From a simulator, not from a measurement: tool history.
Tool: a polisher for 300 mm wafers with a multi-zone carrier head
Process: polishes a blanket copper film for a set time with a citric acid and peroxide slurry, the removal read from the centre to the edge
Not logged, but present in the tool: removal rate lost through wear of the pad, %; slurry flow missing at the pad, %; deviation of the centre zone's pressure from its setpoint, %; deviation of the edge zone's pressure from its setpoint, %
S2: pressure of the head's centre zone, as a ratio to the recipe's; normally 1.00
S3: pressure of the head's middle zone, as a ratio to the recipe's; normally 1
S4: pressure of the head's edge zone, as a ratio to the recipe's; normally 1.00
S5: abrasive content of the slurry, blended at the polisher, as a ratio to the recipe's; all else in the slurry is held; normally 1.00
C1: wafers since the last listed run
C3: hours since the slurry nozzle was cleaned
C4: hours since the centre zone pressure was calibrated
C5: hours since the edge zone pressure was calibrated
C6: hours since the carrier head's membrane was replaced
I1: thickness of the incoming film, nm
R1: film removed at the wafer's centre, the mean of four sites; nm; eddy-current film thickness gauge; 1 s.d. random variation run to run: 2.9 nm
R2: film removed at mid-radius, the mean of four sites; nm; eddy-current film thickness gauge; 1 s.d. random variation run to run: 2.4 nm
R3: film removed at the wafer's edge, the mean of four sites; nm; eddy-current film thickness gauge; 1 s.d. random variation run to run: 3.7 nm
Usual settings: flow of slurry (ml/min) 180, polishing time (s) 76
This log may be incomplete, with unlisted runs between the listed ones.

Run 1, hour 0.0: usual settings but S5 0.80; C1 0; wafers polished on this pad 444; C3 298.8; C4 419.4; C5 395.6; C6 430.3; I1 940.2. Result: R1 235.8 nm, R2 234.6 nm, R3 232.3 nm.
Run 2, hour 51.8: usual settings but S5 0.80; C1 342; wafers polished on this pad 787; C3 350.6; C4 471.2; C5 447.4; C6 482.1; I1 926.4. Result: R1 235.2 nm, R2 228.0 nm, R3 226.9 nm.
At hour 60.5: worn pad replaced by a new one.
Run 3, hour 117.5: usual settings; C1 408; wafers polished on this pad 376; C3 416.3; C4 536.9; C5 513.1; C6 547.8; I1 925.6. Result: R1 243.9 nm, R2 240.9 nm, R3 250.6 nm.
Run 4, hour 168.0: usual settings; C1 333; wafers polished on this pad 710; C3 466.8; C4 587.4; C5 563.6; C6 598.3; I1 951.9. Result: R1 244.5 nm, R2 241.8 nm, R3 242.6 nm.
At hour 185.2: worn pad replaced by a new one.
Run 5, hour 234.5: usual settings; C1 413; wafers polished on this pad 326; C3 533.3; C4 653.9; C5 630.1; C6 664.8; I1 948.3. Result: R1 241.6 nm, R2 242.8 nm, R3 247.9 nm.
At hour 249.9: carrier head's membrane replaced by a new one.
Run 6, hour 272.4: usual settings; C1 217; wafers polished on this pad 543; C3 571.2; C4 691.8; C5 668.0; C6 22.5; I1 939.9. Result: R1 242.4 nm, R2 238.2 nm, R3 246.1 nm.
Run 7, hour 301.1: usual settings; C1 189; wafers polished on this pad 733; C3 599.9; C4 720.5; C5 696.7; C6 51.2; I1 948.3. Result: R1 250.0 nm, R2 240.0 nm, R3 249.1 nm.
At hour 315.8: worn pad replaced by a new one.
At hour 331.3: slurry nozzle cleaned.
Run 8, hour 346.1: usual settings but flow of slurry (ml/min) 210, S2 1.06, S4 0.97, S5 1.15; C1 264; wafers polished on this pad 194; C3 14.8; C4 765.5; C5 741.7; C6 96.2; I1 924.1. Result: R1 280.5 nm, R2 254.7 nm, R3 251.7 nm.
At hour 382.5: edge zone pressure recalibrated.
Run 9, hour 408.5: usual settings but flow of slurry (ml/min) 215; C1 399; wafers polished on this pad 593; C3 77.2; C4 827.9; C5 26.0; C6 158.6; I1 946.6. Result: R1 256.0 nm, R2 245.2 nm, R3 249.8 nm.
At hour 434.4: worn pad replaced by a new one.
Run 10, hour 442.6: usual settings but S5 0.80; C1 199; wafers polished on this pad 54; C3 111.3; C4 862.0; C5 60.1; C6 192.7; I1 944.7. Result: R1 239.2 nm, R2 225.8 nm, R3 237.2 nm.
At hour 475.1: centre zone pressure recalibrated.
Run 11, hour 503.9: usual settings; C1 392; wafers polished on this pad 446; C3 172.6; C4 28.8; C5 121.4; C6 254.0; I1 933.6. Result: R1 246.3 nm, R2 239.1 nm, R3 247.5 nm.
At hour 555.1: worn pad replaced by a new one.
Run 12, hour 566.7: usual settings but S5 0.85, polishing time (s) 65; C1 388; wafers polished on this pad 76; C3 235.4; C4 91.6; C5 184.2; C6 316.8; I1 957.3. Result: R1 209.0 nm, R2 198.4 nm, R3 196.2 nm.
Run 13, hour 596.5: usual settings but S4 1.03, polishing time (s) 95; C1 197; wafers polished on this pad 273; C3 265.2; C4 121.4; C5 214.0; C6 346.6; I1 931.8. Result: R1 308.0 nm, R2 298.3 nm, R3 311.6 nm.
Run 14, hour 635.5: usual settings; C1 257; wafers polished on this pad 531; C3 304.2; C4 160.4; C5 253.0; C6 385.6; I1 949.6. Result: R1 247.9 nm, R2 236.6 nm, R3 248.0 nm.

Below are 3 alternative next runs, each starting from the tool's condition after run 14. Predict each:
Run A, hour 635.9: usual settings; C1 2; wafers polished on this pad 534; C3 304.6; C4 160.8; C5 253.4; C6 386.0; I1 936.3. Result: R1 ?, R2 ?, R3 ?.
Run B, hour 635.9: usual settings but flow of slurry (ml/min) 230, S2 0.91, S4 0.91, polishing time (s) 85; C1 2; wafers polished on this pad 534; C3 304.6; C4 160.8; C5 253.4; C6 386.0; I1 936.3. Result: R1 ?, R2 ?, R3 ?.
Run C, hour 635.9: usual settings but S5 1.10; C1 2; wafers polished on this pad 534; C3 304.6; C4 160.8; C5 253.4; C6 386.0; I1 936.3. Result: R1 ?, R2 ?, R3 ?.

run     R1     R2     R3
  A  248.4  238.9  241.3
  B  263.4  277.6  265.4
  C  253.0  243.4  245.8
What these runs would have given with no unlogged condition in the tool:
run     R1     R2     R3
  A  248.4  238.9  241.3
  B  263.4  277.6  265.4
  C  253.0  243.4  245.8
